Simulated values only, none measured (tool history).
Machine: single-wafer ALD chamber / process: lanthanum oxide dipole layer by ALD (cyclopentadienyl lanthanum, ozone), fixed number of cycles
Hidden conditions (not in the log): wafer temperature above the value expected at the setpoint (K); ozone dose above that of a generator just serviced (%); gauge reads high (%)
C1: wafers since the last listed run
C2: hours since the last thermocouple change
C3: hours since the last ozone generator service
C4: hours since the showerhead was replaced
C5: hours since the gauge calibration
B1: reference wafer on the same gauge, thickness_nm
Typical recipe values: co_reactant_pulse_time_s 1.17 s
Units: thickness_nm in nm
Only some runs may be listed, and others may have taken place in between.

run 1 hour=0 | co_reactant_pulse_time_s=1.17 | C1=0 C2=269.1 C3=909 C4=5933.8 C5=898.6 | B1=0.529 | thickness_nm=0.551
run 2 hour=80.7 | co_reactant_pulse_time_s=1.17 | C1=1376 C2=349.8 C3=989.7 C4=6014.5 C5=979.3 | B1=0.529 | thickness_nm=0.548
run 3 hour=123.1 | co_reactant_pulse_time_s=1.17 | C1=723 C2=392.2 C3=1032.1 C4=6056.9 C5=1021.7 | B1=0.529 | thickness_nm=0.548
run 4 hour=218.2 | co_reactant_pulse_time_s=1.17 | C1=1621 C2=487.3 C3=1127.2 C4=6152 C5=1116.8 | B1=0.529 | thickness_nm=0.55
run 5 hour=287 | co_reactant_pulse_time_s=1.17 | C1=1173 C2=556.1 C3=1196 C4=6220.8 C5=1185.6 | B1=0.529 | thickness_nm=0.548
run 6 hour=341.3 | co_reactant_pulse_time_s=1.17 | C1=926 C2=610.4 C3=1250.3 C4=6275.1 C5=1239.9 | B1=0.529 | thickness_nm=0.547
-- hour=622.8 gauge calibrated
run 7 hour=661.9 | co_reactant_pulse_time_s=1.17 | C1=5467 C2=931 C3=1570.9 C4=6595.7 C5=39.1 | B1=0.529 | thickness_nm=0.544
run 8 hour=729 | co_reactant_pulse_time_s=1.17 | C1=1144 C2=998.1 C3=1638 C4=6662.8 C5=106.2 | B1=0.529 | thickness_nm=0.547
run 9 hour=833 | co_reactant_pulse_time_s=1.17 | C1=1773 C2=1102.1 C3=1742 C4=6766.8 C5=210.2 | B1=0.529 | thickness_nm=0.547
run 10 hour=891.4 | co_reactant_pulse_time_s=1.17 | C1=996 C2=1160.5 C3=1800.4 C4=6825.2 C5=268.6 | B1=0.529 | thickness_nm=0.544
run 11 hour=981.9 | co_reactant_pulse_time_s=1.17 | C1=1543 C2=1251 C3=1890.9 C4=6915.7 C5=359.1 | B1=0.529 | thickness_nm=0.547
run 12 hour=1067.4 | co_reactant_pulse_time_s=1.17 | C1=1458 C2=1336.5 C3=1976.4 C4=7001.2 C5=444.6 | B1=0.529 | thickness_nm=0.544
run 13 hour=1192.4 | co_reactant_pulse_time_s=1.17 | C1=2131 C2=1461.5 C3=2101.4 C4=7126.2 C5=569.6 | B1=0.529 | thickness_nm=0.545
-- hour=1270.6 ozone generator serviced
run 14 hour=1280.4 | co_reactant_pulse_time_s=1.17 | C1=1364 C2=1549.5 C3=9.8 C4=7214.2 C5=657.6 | B1=0.529 | thickness_nm=0.56
-- hour=1314.4 showerhead replaced
run 15 hour=1325 | co_reactant_pulse_time_s=0.82 | C1=624 C2=1594.1 C3=54.4 C4=10.6 C5=702.2 | B1=0.529 | thickness_nm=0.519
-- hour=1387.1 thermocouple changed; heater temperature recalibrated
run 16 hour=1419.6 | co_reactant_pulse_time_s=1.61 | C1=1477 C2=32.5 C3=149 C4=105.2 C5=796.8 | B1=0.529 | thickness_nm=0.588
run 17 hour=1485.5 | co_reactant_pulse_time_s=1.51 | C1=1123 C2=98.4 C3=214.9 C4=171.1 C5=862.7 | B1=0.529 | thickness_nm=0.581
run 18 hour=1660.6 | co_reactant_pulse_time_s=1.17 | C1=2986 C2=273.5 C3=390 C4=346.2 C5=1037.8 | B1=0.529 | thickness_nm=0.554
run 19 hour=1757.1 | co_reactant_pulse_time_s=0.92 | C1=1645 C2=370 C3=486.5 C4=442.7 C5=1134.3 | B1=0.529 | thickness_nm=0.525
run 20 hour=1797.8 | co_reactant_pulse_time_s=1.63 | C1=694 C2=410.7 C3=527.2 C4=483.4 C5=1175 | B1=0.529 | thickness_nm=0.584
-- hour=1832.9 gauge calibrated
run 21 hour=1895.5 | co_reactant_pulse_time_s=1.58 | C1=1666 C2=508.4 C3=624.9 C4=581.1 C5=62.6 | B1=0.529 | thickness_nm=0.577
run 22 hour=1984.1 | co_reactant_pulse_time_s=0.89 | C1=1511 C2=597 C3=713.5 C4=669.7 C5=151.2 | B1=0.529 | thickness_nm=0.516
run 23 hour=2026 | co_reactant_pulse_time_s=1.17 | C1=714 C2=638.9 C3=755.4 C4=711.6 C5=193.1 | B1=0.529 | thickness_nm=0.551

Expected results for the next run?
run 24 hour=2213.3 | co_reactant_pulse_time_s=0.95 | C1=3194 C2=826.2 C3=942.7 C4=898.9 C5=380.4 | B1=? | thickness_nm=?

For run 24 the tool returned B1 0.529, thickness_nm 0.522 nm.
Take away the tool's hidden state, keep the run-to-run variation as it was, and the same run would have given thickness_nm 0.541 nm.
